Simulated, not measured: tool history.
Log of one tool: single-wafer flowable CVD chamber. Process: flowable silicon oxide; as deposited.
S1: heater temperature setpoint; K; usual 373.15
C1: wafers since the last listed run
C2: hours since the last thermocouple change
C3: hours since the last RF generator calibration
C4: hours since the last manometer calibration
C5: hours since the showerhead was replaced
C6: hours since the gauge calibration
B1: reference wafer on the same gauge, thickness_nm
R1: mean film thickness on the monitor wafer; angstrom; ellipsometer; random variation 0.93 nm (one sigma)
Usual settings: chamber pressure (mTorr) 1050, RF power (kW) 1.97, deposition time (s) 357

run 1 hour=0 | S1=373.15 chamber_pressure_(mTorr)=1050 RF_power_(kW)=1.97 deposition_time_(s)=357 | C1=0 C2=2075.9 C3=959.7 C4=1363.9 C5=4397 C6=436.6 | B1=358.278 | R1=3318.3
run 2 hour=105.3 | S1=373.15 chamber_pressure_(mTorr)=1050 RF_power_(kW)=1.97 deposition_time_(s)=357 | C1=610 C2=2181.2 C3=1065 C4=1469.2 C5=4502.3 C6=541.9 | B1=358.144 | R1=3333.88
run 3 hour=157.3 | S1=373.15 chamber_pressure_(mTorr)=970 RF_power_(kW)=1.97 deposition_time_(s)=357 | C1=301 C2=2233.2 C3=1117 C4=1521.2 C5=4554.3 C6=593.9 | B1=358.344 | R1=3076.97
run 4 hour=260.3 | S1=373.15 chamber_pressure_(mTorr)=970 RF_power_(kW)=1.97 deposition_time_(s)=357 | C1=597 C2=2336.2 C3=1220 C4=1624.2 C5=4657.3 C6=696.9 | B1=357.87 | R1=3080
run 5 hour=351.4 | S1=373.15 chamber_pressure_(mTorr)=970 RF_power_(kW)=1.97 deposition_time_(s)=357 | C1=528 C2=2427.3 C3=1311.1 C4=1715.3 C5=4748.4 C6=788 | B1=358.375 | R1=3081.99
run 6 hour=416.5 | S1=382.15 chamber_pressure_(mTorr)=1050 RF_power_(kW)=1.97 deposition_time_(s)=329 | C1=377 C2=2492.4 C3=1376.2 C4=1780.4 C5=4813.5 C6=853.1 | B1=357.686 | R1=2290.55
run 7 hour=466 | S1=373.15 chamber_pressure_(mTorr)=1180 RF_power_(kW)=1.97 deposition_time_(s)=375 | C1=287 C2=2541.9 C3=1425.7 C4=1829.9 C5=4863 C6=902.6 | B1=357.863 | R1=3911.98
-- hour=524 thermocouple changed; heater temperature recalibrated
run 8 hour=558.3 | S1=373.15 chamber_pressure_(mTorr)=1050 RF_power_(kW)=1.97 deposition_time_(s)=357 | C1=489 C2=34.3 C3=1518 C4=1922.2 C5=4955.3 C6=994.9 | B1=358.516 | R1=3334.93
run 9 hour=646.3 | S1=373.15 chamber_pressure_(mTorr)=1050 RF_power_(kW)=1.97 deposition_time_(s)=357 | C1=510 C2=122.3 C3=1606 C4=2010.2 C5=5043.3 C6=1082.9 | B1=357.792 | R1=3335.69
-- hour=654.4 capacitance manometer re-zeroed and calibrated
run 10 hour=739.1 | S1=373.15 chamber_pressure_(mTorr)=1050 RF_power_(kW)=1.78 deposition_time_(s)=357 | C1=491 C2=215.1 C3=1698.8 C4=84.7 C5=5136.1 C6=1175.7 | B1=358.046 | R1=3215.65
run 11 hour=842.4 | S1=373.15 chamber_pressure_(mTorr)=1270 RF_power_(kW)=1.97 deposition_time_(s)=357 | C1=599 C2=318.4 C3=1802.1 C4=188 C5=5239.4 C6=1279 | B1=357.699 | R1=4015.5
run 12 hour=934.2 | S1=365.15 chamber_pressure_(mTorr)=1050 RF_power_(kW)=1.97 deposition_time_(s)=357 | C1=532 C2=410.2 C3=1893.9 C4=279.8 C5=5331.2 C6=1370.8 | B1=358.1 | R1=4319.07
run 13 hour=986.2 | S1=382.15 chamber_pressure_(mTorr)=1050 RF_power_(kW)=1.97 deposition_time_(s)=329 | C1=301 C2=462.2 C3=1945.9 C4=331.8 C5=5383.2 C6=1422.8 | B1=357.817 | R1=2282.46
run 14 hour=1045.1 | S1=368.15 chamber_pressure_(mTorr)=1050 RF_power_(kW)=2.15 deposition_time_(s)=401 | C1=341 C2=521.1 C3=2004.8 C4=390.7 C5=5442.1 C6=1481.7 | B1=357.972 | R1=4529.71
run 15 hour=1091.8 | S1=373.15 chamber_pressure_(mTorr)=1050 RF_power_(kW)=1.97 deposition_time_(s)=357 | C1=270 C2=567.8 C3=2051.5 C4=437.4 C5=5488.8 C6=1528.4 | B1=357.551 | R1=3336.16
run 16 hour=1146.1 | S1=367.15 chamber_pressure_(mTorr)=810 RF_power_(kW)=1.97 deposition_time_(s)=357 | C1=315 C2=622.1 C3=2105.8 C4=491.7 C5=5543.1 C6=1582.7 | B1=358.085 | R1=3092.02
run 17 hour=1193.3 | S1=373.15 chamber_pressure_(mTorr)=1050 RF_power_(kW)=1.59 deposition_time_(s)=357 | C1=273 C2=669.3 C3=2153 C4=538.9 C5=5590.3 C6=1629.9 | B1=358.139 | R1=3013.98
run 18 hour=1261 | S1=373.15 chamber_pressure_(mTorr)=1050 RF_power_(kW)=1.97 deposition_time_(s)=357 | C1=392 C2=737 C3=2220.7 C4=606.6 C5=5658 C6=1697.6 | B1=358.006 | R1=3331.32
run 19 hour=1331.5 | S1=373.15 chamber_pressure_(mTorr)=1050 RF_power_(kW)=2.07 deposition_time_(s)=357 | C1=408 C2=807.5 C3=2291.2 C4=677.1 C5=5728.5 C6=1768.1 | B1=357.908 | R1=3387.61
run 20 hour=1400.9 | S1=373.15 chamber_pressure_(mTorr)=1050 RF_power_(kW)=1.97 deposition_time_(s)=357 | C1=402 C2=876.9 C3=2360.6 C4=746.5 C5=5797.9 C6=1837.5 | B1=358.149 | R1=3329.67
-- hour=1483.9 RF generator calibrated
-- hour=1558.1 gauge calibrated
run 21 hour=1602.5 | S1=373.15 chamber_pressure_(mTorr)=1160 RF_power_(kW)=1.97 deposition_time_(s)=424 | C1=1123 C2=1078.5 C3=118.6 C4=948.1 C5=5999.5 C6=44.4 | B1=358.143 | R1=4374.99
-- hour=1658.7 showerhead replaced
run 22 hour=1659.2 | S1=373.15 chamber_pressure_(mTorr)=870 RF_power_(kW)=2.145 deposition_time_(s)=357 | C1=282 C2=1135.2 C3=175.3 C4=1004.8 C5=0.5 C6=101.1 | B1=358.471 | R1=2799.58
run 23 hour=1982.2 | S1=373.15 chamber_pressure_(mTorr)=1190 RF_power_(kW)=1.97 deposition_time_(s)=357 | C1=1873 C2=1458.2 C3=498.3 C4=1327.8 C5=323.5 C6=424.1 | B1=358.192 | R1=3753.46
run 24 hour=2044.9 | S1=373.15 chamber_pressure_(mTorr)=890 RF_power_(kW)=1.97 deposition_time_(s)=286 | C1=363 C2=1520.9 C3=561 C4=1390.5 C5=386.2 C6=486.8 | B1=357.97 | R1=2246.73
run 25 hour=2131.3 | S1=366.15 chamber_pressure_(mTorr)=1140 RF_power_(kW)=2.18 deposition_time_(s)=420 | C1=501 C2=1607.3 C3=647.4 C4=1476.9 C5=472.6 C6=573.2 | B1=357.952 | R1=5499.08
run 26 hour=2172.4 | S1=373.15 chamber_pressure_(mTorr)=1050 RF_power_(kW)=2.095 deposition_time_(s)=357 | C1=238 C2=1648.4 C3=688.5 C4=1518 C5=513.7 C6=614.3 | B1=358.345 | R1=3400.03
run 27 hour=2212.4 | S1=360.15 chamber_pressure_(mTorr)=1050 RF_power_(kW)=2.16 deposition_time_(s)=357 | C1=232 C2=1688.4 C3=728.5 C4=1558 C5=553.7 C6=654.3 | B1=357.479 | R1=5168.33
run 28 hour=2263.8 | S1=363.15 chamber_pressure_(mTorr)=790 RF_power_(kW)=1.97 deposition_time_(s)=357 | C1=298 C2=1739.8 C3=779.9 C4=1609.4 C5=605.1 C6=705.7 | B1=358.027 | R1=3439.14

4 ways to go on from here, each from the tool as it stands after run 28. What would each give?
run A hour=2264.3 | S1=362.15 chamber_pressure_(mTorr)=1050 RF_power_(kW)=1.97 deposition_time_(s)=357 | C1=2 C2=1740.3 C3=780.4 C4=1609.9 C5=605.6 C6=706.2 | B1=? | R1=?
run B hour=2264.3 | S1=379.15 chamber_pressure_(mTorr)=810 RF_power_(kW)=2.295 deposition_time_(s)=315 | C1=2 C2=1740.3 C3=780.4 C4=1609.9 C5=605.6 C6=706.2 | B1=? | R1=?
run C hour=2264.3 | S1=373.15 chamber_pressure_(mTorr)=880 RF_power_(kW)=1.635 deposition_time_(s)=395 | C1=2 C2=1740.3 C3=780.4 C4=1609.9 C5=605.6 C6=706.2 | B1=? | R1=?
run D hour=2264.3 | S1=362.15 chamber_pressure_(mTorr)=900 RF_power_(kW)=2.12 deposition_time_(s)=415 | C1=2 C2=1740.3 C3=780.4 C4=1609.9 C5=605.6 C6=706.2 | B1=? | R1=?

run=A B1=358.116 R1=4779.19
run=B B1=358.116 R1=1903.88
run=C B1=358.116 R1=2819.58
run=D B1=358.116 R1=4834.38
Without the tool's hidden state the same runs would have given:
run=A R1=4779.19
run=B R1=1903.88
run=C R1=2819.58
run=D R1=4834.38
